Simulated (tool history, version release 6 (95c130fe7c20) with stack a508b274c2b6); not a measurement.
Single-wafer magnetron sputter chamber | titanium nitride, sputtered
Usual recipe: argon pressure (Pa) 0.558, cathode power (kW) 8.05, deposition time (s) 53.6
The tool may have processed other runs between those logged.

| run | day | argon pressure (Pa) | cathode power (kW) | deposition time (s) | wafers since the last listed run | wafers on the sputter target | hours since the last manometer calibration | hours since the magnet pack was replaced | hours since the gauge calibration | read-back reference wafer on the same gauge, thickness_nm | mean film thickness on the monitor wafer (Å) |
|---|---|---|---|---|---|---|---|---|---|---|---|
| 1 | 0 | 0.558 | 8.05 | 53.6 | 0 | 7324 | 1800 | 8177.9 | 217.4 | 68.485 | 720.29 |
|  | 0.662 | sputter target and shields replaced |
| 2 | 0.725 | 0.558 | 8.05 | 53.6 | 95 | 15 | 1817.4 | 8195.3 | 234.8 | 68.513 | 754.04 |
| 3 | 1.946 | 0.558 | 8.05 | 53.6 | 297 | 312 | 1846.7 | 8224.6 | 264.1 | 68.539 | 742.12 |
| 4 | 2.612 | 0.558 | 8.05 | 53.6 | 162 | 474 | 1862.7 | 8240.6 | 280.1 | 68.532 | 743.16 |
| 5 | 3.225 | 0.558 | 6.45 | 53.6 | 149 | 623 | 1877.4 | 8255.3 | 294.8 | 68.546 | 596.95 |
| 6 | 3.546 | 0.558 | 6.45 | 53.6 | 78 | 702 | 1885.1 | 8263 | 302.5 | 68.376 | 594.09 |
| 7 | 4.008 | 0.558 | 6.45 | 53.6 | 112 | 814 | 1896.2 | 8274.1 | 313.6 | 68.463 | 593.46 |
| 8 | 4.704 | 0.558 | 9.35 | 53.6 | 169 | 984 | 1912.9 | 8290.8 | 330.3 | 68.502 | 857.92 |
| 9 | 5.05 | 0.558 | 9.35 | 53.6 | 84 | 1068 | 1921.2 | 8299.1 | 338.6 | 68.519 | 860.95 |
| 10 | 5.629 | 0.558 | 9.35 | 53.6 | 141 | 1209 | 1935.1 | 8313 | 352.5 | 68.577 | 855.26 |
| 11 | 6.112 | 0.558 | 8.05 | 53.6 | 117 | 1326 | 1946.7 | 8324.6 | 364.1 | 68.428 | 739.66 |
|  | 6.529 | magnet pack replaced |
| 12 | 6.554 | 0.671 | 8.05 | 53.6 | 26 | 1353 | 1957.3 | 0.6 | 374.7 | 68.452 | 714.55 |
| 13 | 7.025 | 0.453 | 8.05 | 45.6 | 114 | 1468 | 1968.6 | 11.9 | 386 | 68.49 | 645.9 |
| 14 | 7.508 | 0.558 | 8.05 | 53.6 | 117 | 1585 | 1980.2 | 23.5 | 397.6 | 68.521 | 733.38 |
| 15 | 7.917 | 0.366 | 9.65 | 56.6 | 99 | 1685 | 1990 | 33.3 | 407.4 | 68.456 | 990.35 |
| 16 | 8.208 | 0.558 | 8.05 | 53.6 | 71 | 1756 | 1997 | 40.3 | 414.4 | 68.455 | 734.53 |
| 17 | 8.746 | 0.643 | 10 | 56.7 | 130 | 1887 | 2009.9 | 53.2 | 427.3 | 68.547 | 934.11 |
|  | 8.892 | gauge calibrated |
| 18 | 9.283 | 0.674 | 8.05 | 53.6 | 130 | 2017 | 2022.8 | 66.1 | 9.4 | 68.598 | 701.38 |
| 19 | 9.558 | 0.422 | 8.05 | 53.6 | 66 | 2084 | 2029.4 | 72.7 | 16 | 68.543 | 766.64 |
| 20 | 9.962 | 0.498 | 8.05 | 50.4 | 98 | 2183 | 2039.1 | 82.4 | 25.7 | 68.519 | 699.49 |
| 21 | 10.533 | 0.558 | 8.05 | 53.6 | 138 | 2322 | 2052.8 | 96.1 | 39.4 | 68.612 | 728.59 |
|  | 10.883 | capacitance manometer re-zeroed and calibrated |
| 22 | 11 | 0.346 | 8.05 | 53.6 | 32 | 2354 | 2.8 | 107.3 | 50.6 | 68.519 | 787.27 |
| 23 | 11.612 | 0.558 | 8.05 | 53.6 | 149 | 2503 | 17.5 | 122 | 65.3 | 68.504 | 729.12 |
| 24 | 12.783 | 0.43 | 8.05 | 49.1 | 285 | 2788 | 45.6 | 150.1 | 93.4 | 68.572 | 698.56 |
| 25 | 13.312 | 0.558 | 8.05 | 53.6 | 128 | 2917 | 58.3 | 162.8 | 106.1 | 68.553 | 728.18 |
| 26 | 13.817 | 0.644 | 9 | 44.3 | 122 | 3040 | 70.4 | 174.9 | 118.2 | 68.419 | 653.65 |
| 27 | 14.496 | 0.421 | 6.05 | 43.4 | 165 | 3205 | 86.7 | 191.2 | 134.5 | 68.488 | 465.12 |
| 28 | 14.808 | 0.558 | 8.8 | 53.6 | 76 | 3282 | 94.2 | 198.7 | 142 | 68.448 | 790.4 |
| 29 | 15.279 | 0.444 | 6.8 | 50.6 | 114 | 3396 | 105.5 | 210 | 153.3 | 68.451 | 601.56 |
| 30 | 15.871 | 0.558 | 8.05 | 53.6 | 144 | 3540 | 119.7 | 224.2 | 167.5 | 68.517 | 722.82 |
| 31 | 16.396 | 0.558 | 8.05 | 53.6 | 127 | 3668 | 132.3 | 236.8 | 180.1 | 68.545 | 726.71 |
| 32 | 17.946 | 0.615 | 6.45 | 61.5 | 377 | 4045 | 169.5 | 274 | 217.3 | 68.44 | 653.79 |
| 33 | 18.458 | 0.558 | 8.05 | 53.6 | 124 | 4170 | 181.8 | 286.3 | 229.6 | 68.551 | 721.98 |
| 34 | 18.95 | 0.447 | 7.55 | 48.5 | 119 | 4290 | 193.6 | 298.1 | 241.4 | 68.558 | 640.07 |
| 35 | 19.621 | 0.675 | 9.95 | 45.3 | 163 | 4453 | 209.7 | 314.2 | 257.5 | 68.535 | 724.78 |

Each row is a separate what-if for the run after 35, all from the same tool condition, not one after another. Results?
| A | 19.638 | 0.558 | 8.6 | 53.6 | 4 | 4457 | 210.1 | 314.6 | 257.9 | ? | ? |
| B | 19.638 | 0.723 | 8.05 | 49.8 | 4 | 4457 | 210.1 | 314.6 | 257.9 | ? | ? |
| C | 19.638 | 0.756 | 8.05 | 49.5 | 4 | 4457 | 210.1 | 314.6 | 257.9 | ? | ? |
| D | 19.638 | 0.63 | 7.45 | 48 | 4 | 4457 | 210.1 | 314.6 | 257.9 | ? | ? |

| run | read-back reference wafer on the same gauge, thickness_nm | mean film thickness on the monitor wafer (Å) |
|---|---|---|
| A | 68.47 | 777.49 |
| B | 68.47 | 638.72 |
| C | 68.47 | 627.78 |
| D | 68.47 | 588.25 |
Stripped of hidden state, with their random variation kept, the same runs would have yielded:
| run | mean film thickness on the monitor wafer (Å) |
|---|---|
| A | 816.28 |
| B | 670.59 |
| C | 659.1 |
| D | 617.6 |

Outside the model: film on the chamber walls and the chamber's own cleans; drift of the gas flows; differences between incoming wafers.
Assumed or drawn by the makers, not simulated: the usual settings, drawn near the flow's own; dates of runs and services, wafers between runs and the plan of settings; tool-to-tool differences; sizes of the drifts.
